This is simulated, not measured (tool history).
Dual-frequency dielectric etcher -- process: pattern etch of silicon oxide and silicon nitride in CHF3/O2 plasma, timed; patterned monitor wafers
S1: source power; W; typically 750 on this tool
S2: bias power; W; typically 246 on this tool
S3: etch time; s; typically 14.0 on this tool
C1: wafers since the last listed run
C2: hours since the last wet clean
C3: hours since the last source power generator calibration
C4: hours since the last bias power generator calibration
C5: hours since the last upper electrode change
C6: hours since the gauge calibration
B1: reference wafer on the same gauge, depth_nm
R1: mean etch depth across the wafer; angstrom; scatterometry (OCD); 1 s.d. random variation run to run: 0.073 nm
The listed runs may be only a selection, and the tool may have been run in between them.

run 1 hour=0.0 | S1=750 S2=216 S3=14.0 | C1=0 C2=390.6 C3=4947.8 C4=2266.7 C5=2345.0 C6=736.1 | B1=29.81 | R1=239.5
-- hour=24.3 wet clean of the chamber
run 2 hour=47.0 | S1=750 S2=216 S3=14.0 | C1=486 C2=22.7 C3=4994.8 C4=2313.7 C5=2392.0 C6=783.1 | B1=29.77 | R1=245.7
run 3 hour=93.5 | S1=750 S2=246 S3=15.0 | C1=984 C2=69.2 C3=5041.3 C4=2360.2 C5=2438.5 C6=829.6 | B1=29.80 | R1=273.2
run 4 hour=146.1 | S1=750 S2=294 S3=14.0 | C1=1113 C2=121.8 C3=5093.9 C4=2412.8 C5=2491.1 C6=882.2 | B1=29.77 | R1=270.8
run 5 hour=187.1 | S1=750 S2=246 S3=14.0 | C1=867 C2=162.8 C3=5134.9 C4=2453.8 C5=2532.1 C6=923.2 | B1=29.77 | R1=254.0
run 6 hour=235.0 | S1=880 S2=293 S3=14.0 | C1=1014 C2=210.7 C3=5182.8 C4=2501.7 C5=2580.0 C6=971.1 | B1=29.78 | R1=280.6
-- hour=254.9 bias power generator calibrated
run 7 hour=269.7 | S1=880 S2=293 S3=14.0 | C1=649 C2=245.4 C3=5217.5 C4=14.8 C5=2614.7 C6=1005.8 | B1=29.78 | R1=286.0
run 8 hour=333.6 | S1=830 S2=224 S3=14.0 | C1=1352 C2=309.3 C3=5281.4 C4=78.7 C5=2678.6 C6=1069.7 | B1=29.83 | R1=254.5
-- hour=385.2 wet clean of the chamber
run 9 hour=402.4 | S1=830 S2=224 S3=14.0 | C1=948 C2=17.2 C3=5350.2 C4=147.5 C5=2747.4 C6=1138.5 | B1=29.81 | R1=258.7
run 10 hour=433.0 | S1=750 S2=246 S3=14.0 | C1=647 C2=47.8 C3=5380.8 C4=178.1 C5=2778.0 C6=1169.1 | B1=29.81 | R1=259.6
-- hour=482.0 source power generator calibrated
run 11 hour=482.5 | S1=600 S2=291 S3=14.0 | C1=963 C2=97.3 C3=0.5 C4=227.6 C5=2827.5 C6=1218.6 | B1=29.77 | R1=261.9
run 12 hour=539.0 | S1=750 S2=246 S3=14.0 | C1=1196 C2=153.8 C3=57.0 C4=284.1 C5=2884.0 C6=1275.1 | B1=29.82 | R1=257.2
-- hour=550.9 gauge calibrated
-- hour=570.3 upper electrode replaced
run 13 hour=585.2 | S1=750 S2=246 S3=14.0 | C1=469 C2=200.0 C3=103.2 C4=330.3 C5=14.9 C6=34.3 | B1=29.81 | R1=255.6
run 14 hour=623.4 | S1=750 S2=246 S3=12.0 | C1=808 C2=238.2 C3=141.4 C4=368.5 C5=53.1 C6=72.5 | B1=29.85 | R1=219.5
run 15 hour=689.8 | S1=880 S2=293 S3=14.0 | C1=1405 C2=304.6 C3=207.8 C4=434.9 C5=119.5 C6=138.9 | B1=29.83 | R1=280.5
run 16 hour=728.5 | S1=750 S2=230 S3=14.0 | C1=819 C2=343.3 C3=246.5 C4=473.6 C5=158.2 C6=177.6 | B1=29.78 | R1=246.1
-- hour=780.7 wet clean of the chamber
run 17 hour=781.2 | S1=650 S2=191 S3=14.0 | C1=607 C2=0.5 C3=299.2 C4=526.3 C5=210.9 C6=230.3 | B1=29.80 | R1=231.2
run 18 hour=907.7 | S1=870 S2=246 S3=16.0 | C1=2677 C2=127.0 C3=425.7 C4=652.8 C5=337.4 C6=356.8 | B1=29.82 | R1=303.6
run 19 hour=950.6 | S1=750 S2=246 S3=14.0 | C1=908 C2=169.9 C3=468.6 C4=695.7 C5=380.3 C6=399.7 | B1=29.81 | R1=257.6
run 20 hour=1009.2 | S1=750 S2=230 S3=14.0 | C1=1240 C2=228.5 C3=527.2 C4=754.3 C5=438.9 C6=458.3 | B1=29.79 | R1=249.2
run 21 hour=1050.1 | S1=680 S2=209 S3=15.5 | C1=865 C2=269.4 C3=568.1 C4=795.2 C5=479.8 C6=499.2 | B1=29.79 | R1=261.4
run 22 hour=1082.2 | S1=940 S2=289 S3=10.5 | C1=679 C2=301.5 C3=600.2 C4=827.3 C5=511.9 C6=531.3 | B1=29.82 | R1=214.3
-- hour=1142.8 wet clean of the chamber
run 23 hour=1143.3 | S1=580 S2=266 S3=17.5 | C1=785 C2=0.5 C3=661.3 C4=888.4 C5=573.0 C6=592.4 | B1=29.82 | R1=316.0
run 24 hour=1195.8 | S1=750 S2=201 S3=16.5 | C1=1111 C2=53.0 C3=713.8 C4=940.9 C5=625.5 C6=644.9 | B1=29.83 | R1=284.0
run 25 hour=1258.2 | S1=900 S2=214 S3=15.5 | C1=1320 C2=115.4 C3=776.2 C4=1003.3 C5=687.9 C6=707.3 | B1=29.85 | R1=283.2
run 26 hour=1320.9 | S1=750 S2=246 S3=14.0 | C1=1327 C2=178.1 C3=838.9 C4=1066.0 C5=750.6 C6=770.0 | B1=29.79 | R1=254.6
run 27 hour=1353.2 | S1=820 S2=192 S3=18.0 | C1=683 C2=210.4 C3=871.2 C4=1098.3 C5=782.9 C6=802.3 | B1=29.80 | R1=308.9
run 28 hour=1417.5 | S1=680 S2=215 S3=11.5 | C1=1361 C2=274.7 C3=935.5 C4=1162.6 C5=847.2 C6=866.6 | B1=29.78 | R1=194.9
-- hour=1575.1 wet clean of the chamber
run 29 hour=1575.6 | S1=750 S2=272 S3=14.0 | C1=2838 C2=0.5 C3=1093.6 C4=1320.7 C5=1005.3 C6=1024.7 | B1=29.81 | R1=268.8
run 30 hour=1591.4 | S1=750 S2=246 S3=14.0 | C1=334 C2=16.3 C3=1109.4 C4=1336.5 C5=1021.1 C6=1040.5 | B1=29.77 | R1=257.6

Alternative continuations, all from the tool just after run 30; predict every row:
run A hour=1591.8 | S1=660 S2=246 S3=14.0 | C1=8 C2=16.7 C3=1109.8 C4=1336.9 C5=1021.5 C6=1040.9 | B1=? | R1=?
run B hour=1591.8 | S1=570 S2=246 S3=13.0 | C1=8 C2=16.7 C3=1109.8 C4=1336.9 C5=1021.5 C6=1040.9 | B1=? | R1=?
run C hour=1591.8 | S1=610 S2=201 S3=15.5 | C1=8 C2=16.7 C3=1109.8 C4=1336.9 C5=1021.5 C6=1040.9 | B1=? | R1=?

run=A B1=29.81 R1=251.1
run=B B1=29.81 R1=226.2
run=C B1=29.81 R1=254.6
Without the tool's hidden state the same runs would have given:
run=A R1=255.4
run=B R1=230.1
run=C R1=258.7
